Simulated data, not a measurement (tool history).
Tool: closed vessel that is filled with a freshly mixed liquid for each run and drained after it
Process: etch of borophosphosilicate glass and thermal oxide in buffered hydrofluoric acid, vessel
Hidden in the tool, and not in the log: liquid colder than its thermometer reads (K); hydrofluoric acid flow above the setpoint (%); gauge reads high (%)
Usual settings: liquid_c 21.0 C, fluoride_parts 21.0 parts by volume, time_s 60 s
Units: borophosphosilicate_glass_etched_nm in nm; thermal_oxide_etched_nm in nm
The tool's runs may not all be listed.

run,day,liquid_c,fluoride_parts,time_s,wafers since the last listed run,hours since the thermometer was replaced,hours since the hydrofluoric acid flow meter was replaced,hours since the gauge calibration,"read-back film thickness of the borophosphosilicate glass reference wafer, read on the same gauge (nm)","read-back film thickness of the thermal oxide reference wafer, read on the same gauge (nm)",borophosphosilicate_glass_etched_nm,thermal_oxide_etched_nm
1,0.000,21.0,21.0,60,0,2489.0,956.5,456.2,59.99,140.00,55.83,25.66
2,0.504,23.0,21.0,60,1534,2501.1,968.6,468.3,60.02,140.00,62.29,28.76
3,1.117,23.0,21.0,60,1863,2515.8,983.3,483.0,60.00,140.00,62.29,28.86
4,1.550,21.0,21.0,60,1318,2526.2,993.7,493.4,60.03,139.98,55.55,25.80
5,1.908,18.0,17.0,60,1090,2534.8,1002.3,502.0,59.99,140.00,58.04,26.62
6,2.167,19.5,21.0,60,786,2541.0,1008.5,508.2,59.99,140.00,51.48,23.67
# day 2.221: gauge calibrated
7,2.671,21.0,21.0,60,1534,2553.1,1020.6,10.8,60.00,139.99,56.25,25.54
# day 3.133: thermometer replaced
8,3.238,21.0,25.5,75,1597,2.5,1034.2,24.4,59.96,140.01,70.17,32.19
9,3.629,17.0,21.0,60,1191,11.9,1043.6,33.8,59.97,139.99,52.53,24.11
10,3.921,18.0,29.5,30,887,18.9,1050.6,40.8,60.00,140.00,21.43,9.77
11,4.238,25.0,13.5,60,963,26.5,1058.2,48.4,60.01,140.01,125.84,57.80
# day 4.367: hydrofluoric acid flow meter replaced
12,4.896,22.5,21.0,60,1876,42.3,12.7,64.2,59.99,139.99,62.95,29.10
13,5.358,19.0,21.0,85,1407,53.4,23.8,75.3,59.99,140.01,74.06,33.51
14,5.708,17.5,24.0,85,1065,61.8,32.2,83.7,59.97,140.00,61.94,28.59
15,6.162,21.0,21.0,60,1382,72.7,43.1,94.6,59.99,139.98,58.23,26.30
16,7.171,17.0,18.5,80,3068,96.9,67.3,118.8,60.00,140.00,69.53,32.16
17,7.596,17.0,27.5,80,1293,107.1,77.5,129.0,60.01,139.98,51.40,23.69
18,7.862,19.5,27.0,90,811,113.5,83.9,135.4,60.01,140.01,67.48,30.66
19,8.608,17.0,21.0,35,2269,131.4,101.8,153.3,60.01,139.98,27.17,12.38
20,9.233,21.0,17.0,60,1901,146.4,116.8,168.3,59.99,139.98,71.28,32.93
21,9.958,21.0,21.0,75,2206,163.8,134.2,185.7,59.99,140.00,72.93,33.51
22,10.708,23.5,16.0,85,2282,181.8,152.2,203.7,60.01,140.00,122.06,55.77
23,11.279,23.0,25.5,35,1737,195.5,165.9,217.4,59.99,139.98,32.94,14.98
24,11.762,17.0,15.0,40,1470,207.1,177.5,229.0,60.01,140.00,43.32,19.85
25,12.012,21.0,21.0,60,760,213.1,183.5,235.0,60.00,139.99,58.04,26.97
26,12.621,19.0,21.0,45,1851,227.7,198.1,249.6,60.00,139.98,39.28,17.92

Hidden state at the last listed run before each entry between runs and at the first one after, where it differs:
Between runs 6 and 7: gauge calibrated (day 2.221)
  liquid colder than its thermometer reads (K): 2.77 -> 2.78; hydrofluoric acid flow above the setpoint (%): 14.4 -> 14.6
  measured less the result without the state, borophosphosilicate_glass_etched_nm: -1.92 -> -1.97 nm; thermal_oxide_etched_nm: -0.94 -> -0.96 nm
Between runs 7 and 8: thermometer replaced (day 3.133)
  liquid colder than its thermometer reads (K): 2.78 -> 0.0111; hydrofluoric acid flow above the setpoint (%): 14.6 -> 14.7
  measured less the result without the state, borophosphosilicate_glass_etched_nm: -1.97 -> +6.35 nm; thermal_oxide_etched_nm: -0.96 -> +2.90 nm
Between runs 11 and 12: hydrofluoric acid flow meter replaced (day 4.367)
  liquid colder than its thermometer reads (K): 0.0353 -> 0.0513; hydrofluoric acid flow above the setpoint (%): 15.1 -> 0.702
  measured less the result without the state, borophosphosilicate_glass_etched_nm: +15.98 -> +0.13 nm; thermal_oxide_etched_nm: +7.30 -> +0.06 nm
